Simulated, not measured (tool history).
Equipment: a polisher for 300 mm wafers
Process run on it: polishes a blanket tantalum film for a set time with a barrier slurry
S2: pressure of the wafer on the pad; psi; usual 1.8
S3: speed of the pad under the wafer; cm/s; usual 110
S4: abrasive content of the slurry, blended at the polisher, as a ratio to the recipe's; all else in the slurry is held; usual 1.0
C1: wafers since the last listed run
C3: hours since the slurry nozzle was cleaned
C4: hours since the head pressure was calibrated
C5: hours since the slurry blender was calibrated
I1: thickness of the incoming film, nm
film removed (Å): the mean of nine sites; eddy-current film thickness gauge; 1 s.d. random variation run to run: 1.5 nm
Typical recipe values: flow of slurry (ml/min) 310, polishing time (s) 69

{"run": 1, "hour": 0.0, "flow of slurry (ml/min)": 310, "S2": 1.8, "S3": 82, "S4": 1.0, "polishing time (s)": 69, "C1": 0, "wafers polished on this pad": 459, "C3": 337.1, "C4": 187.9, "C5": 24.9, "I1": 331.4, "film removed (Å)": 796}
{"run": 2, "hour": 37.5, "flow of slurry (ml/min)": 310, "S2": 1.8, "S3": 82, "S4": 1.0, "polishing time (s)": 69, "C1": 236, "wafers polished on this pad": 696, "C3": 374.6, "C4": 225.4, "C5": 62.4, "I1": 330.7, "film removed (Å)": 795}
{"run": 3, "hour": 85.3, "flow of slurry (ml/min)": 310, "S2": 1.8, "S3": 82, "S4": 1.0, "polishing time (s)": 69, "C1": 301, "wafers polished on this pad": 998, "C3": 422.4, "C4": 273.2, "C5": 110.2, "I1": 331.4, "film removed (Å)": 811}
{"run": 4, "hour": 131.1, "flow of slurry (ml/min)": 310, "S2": 1.8, "S3": 110, "S4": 1.0, "polishing time (s)": 69, "C1": 289, "wafers polished on this pad": 1287, "C3": 468.2, "C4": 319.0, "C5": 156.0, "I1": 328.1, "film removed (Å)": 1101}
{"hour": 203.9, "done": "slurry nozzle cleaned"}
{"run": 5, "hour": 233.9, "flow of slurry (ml/min)": 310, "S2": 1.8, "S3": 110, "S4": 1.0, "polishing time (s)": 69, "C1": 642, "wafers polished on this pad": 1930, "C3": 30.0, "C4": 421.8, "C5": 258.8, "I1": 326.8, "film removed (Å)": 1116}
{"hour": 249.2, "done": "worn pad replaced by a new one"}
{"run": 6, "hour": 304.3, "flow of slurry (ml/min)": 310, "S2": 1.8, "S3": 110, "S4": 1.0, "polishing time (s)": 69, "C1": 419, "wafers polished on this pad": 348, "C3": 100.4, "C4": 492.2, "C5": 329.2, "I1": 328.1, "film removed (Å)": 1155}
{"hour": 385.3, "done": "slurry blender recalibrated"}
{"run": 7, "hour": 408.6, "flow of slurry (ml/min)": 310, "S2": 2.1, "S3": 110, "S4": 1.0, "polishing time (s)": 69, "C1": 646, "wafers polished on this pad": 994, "C3": 204.7, "C4": 596.5, "C5": 23.3, "I1": 330.5, "film removed (Å)": 1352}
{"hour": 430.5, "done": "head pressure recalibrated"}
{"run": 8, "hour": 498.1, "flow of slurry (ml/min)": 310, "S2": 2.1, "S3": 110, "S4": 1.0, "polishing time (s)": 69, "C1": 552, "wafers polished on this pad": 1546, "C3": 294.2, "C4": 67.6, "C5": 112.8, "I1": 332.4, "film removed (Å)": 1191}
{"run": 9, "hour": 583.7, "flow of slurry (ml/min)": 310, "S2": 1.8, "S3": 110, "S4": 1.0, "polishing time (s)": 69, "C1": 540, "wafers polished on this pad": 2087, "C3": 379.8, "C4": 153.2, "C5": 198.4, "I1": 328.2, "film removed (Å)": 1082}
{"hour": 628.5, "done": "worn pad replaced by a new one"}
{"run": 10, "hour": 690.9, "flow of slurry (ml/min)": 310, "S2": 1.8, "S3": 110, "S4": 1.0, "polishing time (s)": 69, "C1": 651, "wafers polished on this pad": 394, "C3": 487.0, "C4": 260.4, "C5": 305.6, "I1": 332.9, "film removed (Å)": 1042}
{"hour": 709.2, "done": "slurry nozzle cleaned"}
{"hour": 714.5, "done": "slurry blender recalibrated"}
{"run": 11, "hour": 769.7, "flow of slurry (ml/min)": 335, "S2": 1.8, "S3": 110, "S4": 1.0, "polishing time (s)": 69, "C1": 478, "wafers polished on this pad": 872, "C3": 60.5, "C4": 339.2, "C5": 55.2, "I1": 330.6, "film removed (Å)": 1109}
{"run": 12, "hour": 884.0, "flow of slurry (ml/min)": 310, "S2": 1.8, "S3": 90, "S4": 1.0, "polishing time (s)": 69, "C1": 721, "wafers polished on this pad": 1594, "C3": 174.8, "C4": 453.5, "C5": 169.5, "I1": 330.8, "film removed (Å)": 916}
{"run": 13, "hour": 937.6, "flow of slurry (ml/min)": 310, "S2": 1.8, "S3": 90, "S4": 1.0, "polishing time (s)": 69, "C1": 338, "wafers polished on this pad": 1933, "C3": 228.4, "C4": 507.1, "C5": 223.1, "I1": 323.8, "film removed (Å)": 934}
{"hour": 960.1, "done": "worn pad replaced by a new one"}
{"hour": 1005.4, "done": "head pressure recalibrated"}
{"run": 14, "hour": 1020.9, "flow of slurry (ml/min)": 310, "S2": 1.8, "S3": 110, "S4": 1.0, "polishing time (s)": 69, "C1": 488, "wafers polished on this pad": 371, "C3": 311.7, "C4": 15.5, "C5": 306.4, "I1": 330.0, "film removed (Å)": 1021}
{"hour": 1044.9, "done": "slurry blender recalibrated"}
{"run": 15, "hour": 1112.7, "flow of slurry (ml/min)": 210, "S2": 1.8, "S3": 142, "S4": 0.9, "polishing time (s)": 78, "C1": 567, "wafers polished on this pad": 938, "C3": 403.5, "C4": 107.3, "C5": 67.8, "I1": 336.0, "film removed (Å)": 1441}

Expected results for the next run?
{"run": 16, "hour": 1155.7, "flow of slurry (ml/min)": 310, "S2": 1.8, "S3": 110, "S4": 1.0, "polishing time (s)": 79, "C1": 271, "wafers polished on this pad": 1210, "C3": 446.5, "C4": 150.3, "C5": 110.8, "I1": 333.6, "film removed (Å)": "?"}

{"run 16": {"film removed (Å)": 1182}}
Without the tool's hidden state the same run would have given film removed (Å) 1176.
